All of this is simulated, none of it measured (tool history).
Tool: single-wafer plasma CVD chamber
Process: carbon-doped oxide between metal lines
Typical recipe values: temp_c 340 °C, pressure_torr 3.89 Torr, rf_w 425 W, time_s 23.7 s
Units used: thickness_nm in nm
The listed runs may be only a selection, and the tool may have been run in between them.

run    day  temp_c  pressure_torr  rf_w  time_s  read-back reference wafer on the same gauge, thickness_nm  thickness_nm
  1  0.000     332           3.89   425    23.7                                                    103.438        97.913
  2  0.317     340           3.89   425    23.7                                                    103.427        95.237
  3  0.996     340           3.89   425    23.7                                                    103.365        95.274
  4  1.521     340           3.89   425    23.7                                                    103.330        95.171
  5  1.821     340           3.89   425    23.7                                                    103.328        95.245
  6  2.171     340           3.89   425    23.7                                                    103.305        94.809
  7  2.838     346           3.89   425    23.7                                                    103.226        93.111
  8  3.562     346           3.89   425    23.7                                                    103.197        93.159
     4.304  -- showerhead replaced
  9  4.325     340           3.89   425    23.7                                                    103.153        94.903
 10  4.600     340           3.89   425    23.7                                                    103.115        94.993
     4.821  -- gauge calibrated
 11  5.292     340           3.89   425    23.7                                                    104.202        95.837
 12  5.875     340           3.89   345    23.7                                                    104.153        89.281
 13  6.554     340           4.58   460    27.8                                                    104.096       117.487
 14  6.875     340           3.89   345    23.7                                                    104.096        89.193
     7.288  -- capacitance manometer re-zeroed and calibrated
 15  7.496     340           3.89   370    28.3                                                    104.086       108.542
 16  7.896     340           4.38   380    23.7                                                    104.026        93.348
     8.396  -- thermocouple changed; heater temperature recalibrated
 17  8.417     352           3.89   425    23.7                                                    104.007        91.843
 18  8.633     340           3.89   425    23.7                                                    103.978        95.683
 19  8.996     340           4.64   425    23.7                                                    103.942        97.342

What does the tool deliver on the next run?
      9.550  -- RF generator calibrated
 20  10.871     340           3.89   425    23.7                                                          ?             ?

read-back reference wafer on the same gauge, thickness_nm: 103.842
thickness_nm: 95.699 nm
With the hidden condition absent and the run-to-run variation left alone, this run would have shown thickness_nm 95.956 nm.
